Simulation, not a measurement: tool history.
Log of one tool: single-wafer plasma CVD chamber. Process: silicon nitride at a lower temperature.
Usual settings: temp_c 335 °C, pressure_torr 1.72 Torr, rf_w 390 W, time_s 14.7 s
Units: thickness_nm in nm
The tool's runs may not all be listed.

run,hour,temp_c,pressure_torr,rf_w,time_s,"read-back reference wafer on the same gauge, thickness_nm",thickness_nm
1,0,335,1.72,390,14.7,23.992,22.336
2,48.5,335,1.72,390,14.7,24.019,22.336
3,137.4,331,1.72,390,15.9,24.017,24.2
4,228,335,1.72,390,14.7,24.013,22.453
5,284.3,335,1.72,390,14.7,23.979,22.469
6,356.9,335,1.72,390,14.7,23.986,22.489
7,428.3,335,2.04,335,14.7,24.02,19.98
8,525.1,324,1.92,390,14.7,24.001,23.423
9,599.7,324,1.92,390,14.7,23.978,23.334
10,686.4,335,1.52,390,16.6,23.997,24.523
# hour 787.1: capacitance manometer re-zeroed and calibrated
# hour 802.9: gauge calibrated
11,876,335,1.52,390,16.6,23.983,24.262
# hour 956.9: showerhead replaced
12,972.7,335,1.52,390,16.6,24.02,24.202
13,1103.7,335,1.72,390,14.7,24.012,22.193
14,1199.3,335,1.93,325,14.7,24.007,18.8
15,1278.9,335,1.72,390,14.7,24.013,22.439
# hour 1393: RF generator calibrated
16,1393.5,335,1.72,335,15.6,24.001,20.133
# hour 1460.2: thermocouple changed; heater temperature recalibrated
17,1485.4,335,1.72,390,17.1,23.984,25.954
18,1563.3,335,2.12,425,14.7,24.032,25.864
19,1634.8,327,1.86,455,12.5,24.01,22.408
20,1714.4,330,1.94,330,17.2,24.033,22.743
21,1781.2,335,1.85,390,14.7,24.003,23.082
22,1859.8,335,1.72,390,14.7,24.031,22.562
23,1946,335,1.72,390,14.7,23.976,22.787
# hour 1970.5: capacitance manometer re-zeroed and calibrated
24,2014.5,335,1.53,390,14.7,24.004,21.779
25,2092.9,340,1.72,450,17.4,23.971,29.863
26,2178.2,335,1.32,335,16.5,23.999,19.687
27,2216.8,335,1.54,350,14.7,24.007,19.217

Forecast each of these 5 alternatives for the next run:
A,2217.2,335,1.72,390,14.7,?,?
B,2217.2,340,1.59,315,13.5,?,?
C,2217.2,335,1.97,465,13.6,?,?
D,2217.2,335,2.09,465,14.7,?,?
E,2217.2,335,1.72,390,12.1,?,?

run,"read-back reference wafer on the same gauge, thickness_nm",thickness_nm
A,23.974,22.442
B,23.974,15.879
C,23.974,25.188
D,23.974,27.661
E,23.974,18.48
Without the tool's hidden state the same runs would have given:
run,thickness_nm
A,22.376
B,15.831
C,25.118
D,27.584
E,18.425

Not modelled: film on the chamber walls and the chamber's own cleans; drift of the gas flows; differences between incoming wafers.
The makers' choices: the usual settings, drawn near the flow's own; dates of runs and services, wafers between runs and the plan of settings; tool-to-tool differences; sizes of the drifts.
